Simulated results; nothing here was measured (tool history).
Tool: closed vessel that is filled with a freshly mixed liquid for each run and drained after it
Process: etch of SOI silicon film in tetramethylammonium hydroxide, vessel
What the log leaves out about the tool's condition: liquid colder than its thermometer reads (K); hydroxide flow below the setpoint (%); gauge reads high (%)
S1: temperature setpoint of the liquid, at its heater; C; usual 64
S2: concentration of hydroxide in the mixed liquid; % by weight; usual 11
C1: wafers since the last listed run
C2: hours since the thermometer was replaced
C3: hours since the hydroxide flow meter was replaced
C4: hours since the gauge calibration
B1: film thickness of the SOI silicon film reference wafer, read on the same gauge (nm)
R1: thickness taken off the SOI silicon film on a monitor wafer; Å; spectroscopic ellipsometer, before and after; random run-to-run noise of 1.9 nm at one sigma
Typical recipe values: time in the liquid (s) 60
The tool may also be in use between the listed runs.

Run 1, hour 0: usual settings but S1 61 C; C1 0; C2 1121.7; C3 1203; C4 198.6; B1 99.98. Result: R1 2000.6 Å.
Run 2, hour 14.1: usual settings but S1 61 C; C1 2123; C2 1135.8; C3 1217.1; C4 212.7; B1 100. Result: R1 1973.2 Å.
Run 3, hour 21.2: usual settings; C1 1069; C2 1142.9; C3 1224.2; C4 219.8; B1 100. Result: R1 2399.1 Å.
Run 4, hour 37: usual settings but S1 66.5 C; C1 2379; C2 1158.7; C3 1240; C4 235.6; B1 99.98. Result: R1 2798.1 Å.
Run 5, hour 45.9: usual settings but S1 66.5 C; C1 1340; C2 1167.6; C3 1248.9; C4 244.5; B1 100. Result: R1 2813.3 Å.
Run 6, hour 56.9: usual settings but S2 13 % by weight, time in the liquid (s) 75; C1 1656; C2 1178.6; C3 1259.9; C4 255.5; B1 100. Result: R1 2812.4 Å.
Run 7, hour 67.7: usual settings but S2 13 % by weight, time in the liquid (s) 75; C1 1626; C2 1189.4; C3 1270.7; C4 266.3; B1 99.98. Result: R1 2802.1 Å.
Run 8, hour 80.5: usual settings; C1 1928; C2 1202.2; C3 1283.5; C4 279.1; B1 99.98. Result: R1 2402.4 Å.
Run 9, hour 91.9: usual settings; C1 1717; C2 1213.6; C3 1294.9; C4 290.5; B1 99.98. Result: R1 2402.5 Å.
Run 10, hour 109.6: usual settings; C1 2666; C2 1231.3; C3 1312.6; C4 308.2; B1 99.99. Result: R1 2385.8 Å.
At hour 113.4: gauge calibrated.
At hour 115.2: thermometer replaced.
Run 11, hour 115.9: usual settings but S2 9 % by weight, time in the liquid (s) 35; C1 798; C2 0.7; C3 1318.9; C4 2.5; B1 99.99. Result: R1 1730.7 Å.
Run 12, hour 128.9: usual settings but S2 9 % by weight, time in the liquid (s) 35; C1 1958; C2 13.7; C3 1331.9; C4 15.5; B1 100.01. Result: R1 1713.4 Å.
Run 13, hour 135.8: usual settings; C1 1039; C2 20.6; C3 1338.8; C4 22.4; B1 99.99. Result: R1 2715.9 Å.
Run 14, hour 148.6: usual settings but S1 60.5 C, S2 13 % by weight; C1 1928; C2 33.4; C3 1351.6; C4 35.2; B1 99.97. Result: R1 2051.2 Å.
Run 15, hour 161: usual settings; C1 1867; C2 45.8; C3 1364; C4 47.6; B1 100.01. Result: R1 2714.5 Å.
Run 16, hour 169.4: usual settings but S1 71 C, S2 13.5 % by weight, time in the liquid (s) 80; C1 1265; C2 54.2; C3 1372.4; C4 56; B1 99.99. Result: R1 5014.4 Å.
Run 17, hour 177.6: usual settings; C1 1235; C2 62.4; C3 1380.6; C4 64.2; B1 99.99. Result: R1 2709.1 Å.
Run 18, hour 194.8: usual settings but S1 70 C, S2 12 % by weight, time in the liquid (s) 75; C1 2590; C2 79.6; C3 1397.8; C4 81.4; B1 100. Result: R1 4607.4 Å.
At hour 196.8: hydroxide flow meter replaced.
Run 19, hour 207.4: usual settings but S2 8 % by weight, time in the liquid (s) 70; C1 1747; C2 92.2; C3 10.6; C4 94; B1 99.99. Result: R1 3493.5 Å.
Run 20, hour 224.2: usual settings but S1 58 C; C1 2530; C2 109; C3 27.4; C4 110.8; B1 100.01. Result: R1 1848 Å.
Run 21, hour 274.2: usual settings but time in the liquid (s) 40; C1 7531; C2 159; C3 77.4; C4 160.8; B1 100. Result: R1 1776.7 Å.
Run 22, hour 287: usual settings but S1 67.5 C, S2 14 % by weight, time in the liquid (s) 45; C1 1928; C2 171.8; C3 90.2; C4 173.6; B1 99.97. Result: R1 2227.6 Å.
Run 23, hour 295.6: usual settings; C1 1295; C2 180.4; C3 98.8; C4 182.2; B1 100. Result: R1 2627.1 Å.
Run 24, hour 307.7: usual settings but S1 67.5 C, S2 14 % by weight, time in the liquid (s) 50; C1 1822; C2 192.5; C3 110.9; C4 194.3; B1 100. Result: R1 2468.6 Å.
Run 25, hour 318.1: usual settings; C1 1566; C2 202.9; C3 121.3; C4 204.7; B1 100.02. Result: R1 2632.3 Å.
Run 26, hour 327: usual settings but time in the liquid (s) 30; C1 1340; C2 211.8; C3 130.2; C4 213.6; B1 100.01. Result: R1 1335 Å.

What the log doesn't show, run by run:
hydroxide flow below the setpoint (%): 0 in every run
gauge reads high (%): 0 in every run
H1: liquid colder than its thermometer reads (K)
run     H1
  1   2.14
  2   2.17
  3   2.18
  4   2.21
  5   2.23
  6   2.25
  7   2.27
  8   2.29
  9   2.31
 10   2.34
 11  0.195
 12  0.219
 13  0.231
 14  0.255
 15  0.278
 16  0.293
 17  0.309
 18   0.34
 19  0.364
 20  0.395
 21  0.487
 22  0.511
 23  0.527
 24  0.549
 25  0.568
 26  0.585

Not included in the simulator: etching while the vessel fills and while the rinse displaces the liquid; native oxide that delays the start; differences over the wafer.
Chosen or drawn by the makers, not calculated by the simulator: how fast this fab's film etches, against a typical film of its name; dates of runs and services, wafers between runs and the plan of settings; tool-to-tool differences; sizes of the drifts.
